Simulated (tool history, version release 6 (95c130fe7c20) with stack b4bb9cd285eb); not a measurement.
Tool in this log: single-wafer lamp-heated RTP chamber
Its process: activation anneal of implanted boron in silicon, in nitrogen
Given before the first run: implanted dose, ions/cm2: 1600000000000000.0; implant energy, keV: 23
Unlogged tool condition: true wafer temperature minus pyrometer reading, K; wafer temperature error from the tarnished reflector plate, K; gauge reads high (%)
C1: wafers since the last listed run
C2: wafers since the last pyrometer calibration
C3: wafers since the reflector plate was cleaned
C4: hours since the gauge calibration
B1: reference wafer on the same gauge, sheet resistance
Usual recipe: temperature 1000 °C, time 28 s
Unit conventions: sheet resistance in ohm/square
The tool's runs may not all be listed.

Run 1, day 0: usual settings; C1 0; C2 4604; C3 7495; C4 350.5; B1 96.09. Result: sheet resistance 84.18 ohm/square.
Run 2, day 1.083: usual settings; C1 422; C2 5026; C3 7917; C4 376.5; B1 96.15. Result: sheet resistance 84.33 ohm/square.
Run 3, day 2.65: usual settings; C1 610; C2 5636; C3 8528; C4 414.1; B1 96.15. Result: sheet resistance 84.28 ohm/square.
Run 4, day 3.85: usual settings but temperature 1023 °C, time 40 s; C1 467; C2 6104; C3 8995; C4 442.9; B1 95.99. Result: sheet resistance 78.91 ohm/square.
At day 5.175: reflector plate cleaned.
At day 6.146: pyrometer window cleaned and pyrometer calibrated.
Run 5, day 6.188: usual settings; C1 650; C2 16; C3 264; C4 499; B1 96.28. Result: sheet resistance 84.4 ohm/square.
Run 6, day 7.242: usual settings; C1 410; C2 426; C3 675; C4 524.3; B1 95.92. Result: sheet resistance 84.52 ohm/square.
Run 7, day 9.054: usual settings but temperature 993 °C; C1 706; C2 1133; C3 1381; C4 567.8; B1 96.13. Result: sheet resistance 86.37 ohm/square.
Run 8, day 10.058: usual settings but time 16 s; C1 391; C2 1524; C3 1772; C4 591.9; B1 96.02. Result: sheet resistance 86.41 ohm/square.
Run 9, day 11.846: usual settings but time 16 s; C1 696; C2 2220; C3 2468; C4 634.8; B1 96.1. Result: sheet resistance 86.12 ohm/square.
Run 10, day 13.792: usual settings but time 16 s; C1 758; C2 2978; C3 3226; C4 681.5; B1 96.16. Result: sheet resistance 85.96 ohm/square.
Run 11, day 16.708: usual settings; C1 1136; C2 4115; C3 4363; C4 751.5; B1 96.15. Result: sheet resistance 84.16 ohm/square.

Run 12 comes next. What will it give?
Run 12, day 19.575: usual settings but temperature 1010 °C, time 23 s; C1 1116; C2 5231; C3 5479; C4 820.3; B1 ?. Result: sheet resistance ?.

{"run 12": {"B1": 96.08, "sheet resistance": 82.76}}
With no hidden state in the tool, this same run would have given sheet resistance 82.76 ohm/square.
